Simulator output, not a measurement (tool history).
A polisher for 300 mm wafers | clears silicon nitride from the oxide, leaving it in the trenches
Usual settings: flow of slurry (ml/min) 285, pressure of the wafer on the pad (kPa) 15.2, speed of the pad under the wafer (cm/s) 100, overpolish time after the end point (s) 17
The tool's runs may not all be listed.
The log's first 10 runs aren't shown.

run   hour  flow of slurry (ml/min)  pressure of the wafer on the pad (kPa)  speed of the pad under the wafer (cm/s)  overpolish time after the end point (s)  wafers since the last listed run  wafers polished on this pad  hours since the slurry nozzle was cleaned  hours since the head pressure was calibrated  incoming thickness of the incoming film, nm  time until the end point was called (s)
 11  114.0                      285                                    15.2                                      100                                       11                                87                          718                                      584.3                                         317.4                                         76.0                                    123.8
 12  131.5                      285                                    15.2                                      100                                       17                               162                          880                                      601.8                                         334.9                                         74.2                                    121.7
     143.4  -- worn pad replaced by a new one
 13  143.9                      285                                    15.2                                      100                                       17                                78                            4                                      614.2                                         347.3                                         75.0                                    124.3
 14  146.4                      285                                    15.2                                      100                                       17                                23                           28                                      616.7                                         349.8                                         75.5                                    123.4
 15  156.3                      285                                    15.2                                      100                                       17                                92                          120                                      626.6                                         359.7                                         75.2                                    127.4
     159.9  -- slurry nozzle cleaned
 16  173.0                      285                                    15.2                                      100                                       17                               146                          266                                       13.1                                         376.4                                         75.2                                    124.4
 17  184.6                      285                                    15.2                                      100                                       17                               107                          374                                       24.7                                         388.0                                         76.0                                    128.0
     197.7  -- head pressure recalibrated
 18  218.2                      285                                    15.2                                      100                                       17                               293                          667                                       58.3                                          20.5                                         74.1                                    112.3
 19  235.0                      230                                    15.2                                      100                                       27                               156                          824                                       75.1                                          37.3                                         76.4                                    118.9
 20  246.6                      285                                    15.2                                      100                                       23                               107                          932                                       86.7                                          48.9                                         75.4                                    114.1
 21  252.7                      335                                    15.2                                      100                                       17                                56                          988                                       92.8                                          55.0                                         74.8                                    112.5

The next listed run, before its measurement:
     260.8  -- worn pad replaced by a new one
 22  265.0                      285                                     9.7                                      100                                       17                                77                           38                                      105.1                                          67.3                                         75.5                                        ?

Run 22 gave time until the end point was called (s) 186.7.
Without the tool's hidden state the same run would have given time until the end point was called (s) 177.1.
